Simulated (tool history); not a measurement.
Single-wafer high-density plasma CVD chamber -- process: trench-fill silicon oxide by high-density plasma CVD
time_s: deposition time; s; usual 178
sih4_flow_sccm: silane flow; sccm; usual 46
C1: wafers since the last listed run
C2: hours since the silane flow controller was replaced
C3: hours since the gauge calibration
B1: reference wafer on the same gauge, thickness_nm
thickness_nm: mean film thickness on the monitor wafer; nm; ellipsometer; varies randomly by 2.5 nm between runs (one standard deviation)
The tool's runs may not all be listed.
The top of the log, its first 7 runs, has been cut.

run 8 hour=147.6 | time_s=178 sih4_flow_sccm=46 | C1=103 C2=1298 C3=364.6 | B1=814.049 | thickness_nm=915.463
-- hour=161.8 gauge calibrated
run 9 hour=175.2 | time_s=178 sih4_flow_sccm=46 | C1=164 C2=1325.6 C3=13.4 | B1=813.699 | thickness_nm=913.679
run 10 hour=198.8 | time_s=178 sih4_flow_sccm=46 | C1=140 C2=1349.2 C3=37 | B1=813.937 | thickness_nm=910.37
run 11 hour=230.6 | time_s=178 sih4_flow_sccm=46 | C1=189 C2=1381 C3=68.8 | B1=814.2 | thickness_nm=917.403
run 12 hour=264.5 | time_s=178 sih4_flow_sccm=46 | C1=202 C2=1414.9 C3=102.7 | B1=814.262 | thickness_nm=912.45
run 13 hour=297.9 | time_s=165 sih4_flow_sccm=46 | C1=199 C2=1448.3 C3=136.1 | B1=814.208 | thickness_nm=846.585
run 14 hour=320.3 | time_s=165 sih4_flow_sccm=46 | C1=133 C2=1470.7 C3=158.5 | B1=813.807 | thickness_nm=839.817
run 15 hour=338.3 | time_s=165 sih4_flow_sccm=46 | C1=107 C2=1488.7 C3=176.5 | B1=814.224 | thickness_nm=845.732
-- hour=370.1 silane flow controller replaced
run 16 hour=370.6 | time_s=152 sih4_flow_sccm=41 | C1=145 C2=0.5 C3=208.8 | B1=814.112 | thickness_nm=694.768
run 17 hour=376.3 | time_s=205 sih4_flow_sccm=55 | C1=34 C2=6.2 C3=214.5 | B1=814.515 | thickness_nm=1191.698
run 18 hour=405.8 | time_s=178 sih4_flow_sccm=46 | C1=176 C2=35.7 C3=244 | B1=813.917 | thickness_nm=888.688
run 19 hour=433.1 | time_s=143 sih4_flow_sccm=52 | C1=163 C2=63 C3=271.3 | B1=813.801 | thickness_nm=788.466
run 20 hour=476.8 | time_s=163 sih4_flow_sccm=42 | C1=260 C2=106.7 C3=315 | B1=813.752 | thickness_nm=757.47

The next listed run, before its measurement:
run 21 hour=507.1 | time_s=154 sih4_flow_sccm=43 | C1=180 C2=137 C3=345.3 | B1=? | thickness_nm=?

{"run 21": {"B1": 813.936, "thickness_nm": 727.437}}
Were there no unlogged condition in the tool, this run, its random variation unchanged, would have produced thickness_nm 761.273 nm.

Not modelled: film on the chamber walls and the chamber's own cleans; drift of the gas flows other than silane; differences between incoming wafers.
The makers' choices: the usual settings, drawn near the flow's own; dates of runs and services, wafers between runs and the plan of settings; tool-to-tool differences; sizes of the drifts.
